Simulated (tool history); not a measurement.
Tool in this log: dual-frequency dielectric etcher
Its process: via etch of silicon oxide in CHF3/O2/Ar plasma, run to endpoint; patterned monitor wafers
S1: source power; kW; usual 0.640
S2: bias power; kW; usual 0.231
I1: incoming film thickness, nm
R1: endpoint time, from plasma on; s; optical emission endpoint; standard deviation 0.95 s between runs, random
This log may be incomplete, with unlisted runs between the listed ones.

Run 1, day 0.000: usual settings; I1 770.9. Result: R1 314.1 s.
Run 2, day 0.742: usual settings; I1 777.9. Result: R1 315.1 s.
Run 3, day 1.571: usual settings; I1 771.2. Result: R1 314.3 s.
Run 4, day 2.792: usual settings; I1 769.6. Result: R1 313.5 s.
Run 5, day 4.254: usual settings; I1 768.2. Result: R1 310.5 s.
Run 6, day 5.596: usual settings; I1 768.2. Result: R1 310.5 s.
Run 7, day 6.312: usual settings; I1 776.3. Result: R1 314.7 s.
Run 8, day 10.329: usual settings; I1 776.5. Result: R1 313.1 s.
Run 9, day 13.908: usual settings; I1 769.4. Result: R1 310.4 s.
Run 10, day 14.596: usual settings; I1 768.7. Result: R1 308.7 s.
Run 11, day 15.158: usual settings but S1 0.550 kW; I1 774.1. Result: R1 323.0 s.
At day 16.233: source power generator calibrated.
Run 12, day 16.621: usual settings but S1 0.550 kW; I1 767.2. Result: R1 322.0 s.
Run 13, day 17.754: usual settings; I1 765.9. Result: R1 306.2 s.
Run 14, day 21.317: usual settings but S1 0.570 kW; I1 774.9. Result: R1 319.6 s.
At day 22.800: wet clean of the chamber.
At day 22.804: upper electrode replaced.
Run 15, day 22.821: usual settings but S1 0.570 kW; I1 764.1. Result: R1 320.0 s.
Run 16, day 23.154: usual settings but S1 0.570 kW; I1 776.5. Result: R1 328.5 s.
Run 17, day 24.021: usual settings but S2 0.260 kW; I1 771.6. Result: R1 305.0 s.
Run 18, day 25.479: usual settings but S1 0.680 kW; I1 774.7. Result: R1 309.8 s.
Run 19, day 26.508: usual settings but S1 0.750 kW, S2 0.283 kW; I1 772.5. Result: R1 281.5 s.
At day 28.004: bias power generator calibrated.
Run 20, day 28.025: usual settings but S1 0.730 kW, S2 0.193 kW; I1 770.2. Result: R1 318.6 s.
Run 21, day 28.583: usual settings but S1 0.480 kW, S2 0.188 kW; I1 768.6. Result: R1 360.7 s.
Run 22, day 29.438: usual settings but S1 0.550 kW, S2 0.262 kW; I1 773.5. Result: R1 313.4 s.
Run 23, day 30.375: usual settings but S1 0.760 kW, S2 0.213 kW; I1 772.3. Result: R1 304.3 s.
Run 24, day 31.800: usual settings; I1 769.5. Result: R1 309.1 s.
Run 25, day 32.442: usual settings but S1 0.570 kW; I1 769.8. Result: R1 321.5 s.
Run 26, day 33.212: usual settings but S1 0.500 kW; I1 770.5. Result: R1 330.7 s.
Run 27, day 33.954: usual settings but S1 0.580 kW, S2 0.185 kW; I1 773.1. Result: R1 344.4 s.
Run 28, day 35.071: usual settings but S1 0.700 kW, S2 0.269 kW; I1 775.7. Result: R1 291.7 s.
Run 29, day 36.358: usual settings but S1 0.700 kW, S2 0.284 kW; I1 774.0. Result: R1 283.7 s.
Run 30, day 37.317: usual settings but S1 0.520 kW, S2 0.286 kW; I1 775.4. Result: R1 308.2 s.
Run 31, day 37.867: usual settings but S2 0.202 kW; I1 770.1. Result: R1 323.8 s.
Run 32, day 38.900: usual settings; I1 775.0. Result: R1 311.2 s.
Run 33, day 40.008: usual settings but S1 0.710 kW, S2 0.258 kW; I1 772.3. Result: R1 289.7 s.
Run 34, day 40.929: usual settings but S1 0.760 kW, S2 0.287 kW; I1 777.4. Result: R1 277.3 s.
Run 35, day 41.783: usual settings but S1 0.540 kW, S2 0.250 kW; I1 771.0. Result: R1 317.4 s.

Hidden state, per run?
source power that arrives over what is set, %: 0 across all the runs
bias power that arrives over what is set, %: 0 across all the runs
H1: etch rate over this chamber's usual, %
run     H1
  1  0.629
  2  0.697
  3  0.773
  4  0.885
  5   1.02
  6   1.14
  7   1.21
  8   1.57
  9    1.9
 10   1.97
 11   2.02
 12   2.15
 13   2.26
 14   2.58
 15  0.443
 16  0.474
 17  0.553
 18  0.687
 19  0.781
 20   0.92
 21  0.971
 22   1.05
 23   1.14
 24   1.27
 25   1.32
 26    1.4
 27   1.46
 28   1.57
 29   1.68
 30   1.77
 31   1.82
 32   1.92
 33   2.02
 34    2.1
 35   2.18

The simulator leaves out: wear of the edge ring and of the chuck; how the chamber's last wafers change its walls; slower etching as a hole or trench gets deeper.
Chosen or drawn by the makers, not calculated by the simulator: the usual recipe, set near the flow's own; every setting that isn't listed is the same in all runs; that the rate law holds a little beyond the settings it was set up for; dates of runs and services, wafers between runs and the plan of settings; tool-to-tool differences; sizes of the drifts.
